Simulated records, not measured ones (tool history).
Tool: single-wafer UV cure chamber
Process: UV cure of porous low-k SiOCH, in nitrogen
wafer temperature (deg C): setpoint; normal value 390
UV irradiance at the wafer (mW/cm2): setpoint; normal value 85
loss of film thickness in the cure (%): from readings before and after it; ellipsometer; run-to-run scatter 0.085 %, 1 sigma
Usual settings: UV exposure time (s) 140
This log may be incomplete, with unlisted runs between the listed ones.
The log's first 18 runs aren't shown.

run    hour  wafer temperature (deg C)  UV exposure time (s)  UV irradiance at the wafer (mW/cm2)  loss of film thickness in the cure (%)
 19  1557.7                        390                   140                                   85                                  10.240
 20  1657.4                        390                   140                                   57                                   8.102
 21  1749.0                        390                    70                                   85                                   6.850
 22  1813.0                        390                   205                                   85                                  11.509
 23  1864.0                        390                   170                                   85                                  10.765
 24  1906.9                        408                   180                                   85                                  11.203
 25  2005.9                        372                   105                                   60                                   6.545
 26  2091.1                        390                    75                                  107                                   7.882
     2141.3  -- quartz window cleaned
 27  2183.7                        390                   105                                  104                                   9.902
 28  2287.6                        404                   110                                   70                                   8.285
 29  2387.5                        390                   140                                   85                                   9.771
 30  2423.8                        408                   140                                   85                                  10.100
 31  2485.3                        382                    60                                   85                                   5.954
     2542.9  -- UV bulbs replaced
 32  2584.1                        390                   140                                   85                                   9.740
 33  2682.0                        390                   140                                   58                                   8.011
 34  2773.9                        390                    70                                   85                                   6.559
     2795.5  -- quartz window cleaned
 35  2832.6                        374                   210                                   85                                  11.827
 36  2910.4                        383                   170                                   54                                   8.692
 37  3011.1                        407                    80                                  108                                   8.733
 38  3310.8                        400                   210                                  101                                  12.432

Each row is a separate what-if for the run after 38, all from the same tool condition, not one after another. Results?
  A  3311.2                        373                   140                                   85                                       ?
  B  3311.2                        390                   180                                   69                                       ?
  C  3311.2                        402                   140                                   85                                       ?
  D  3311.2                        390                   200                                   85                                       ?

run  loss of film thickness in the cure (%)
  A                                   9.366
  B                                   9.886
  C                                   9.904
  D                                  11.366
Had the tool no hidden state, the same runs would have come out as:
run  loss of film thickness in the cure (%)
  A                                  10.312
  B                                  10.839
  C                                  10.858
  D                                  12.343

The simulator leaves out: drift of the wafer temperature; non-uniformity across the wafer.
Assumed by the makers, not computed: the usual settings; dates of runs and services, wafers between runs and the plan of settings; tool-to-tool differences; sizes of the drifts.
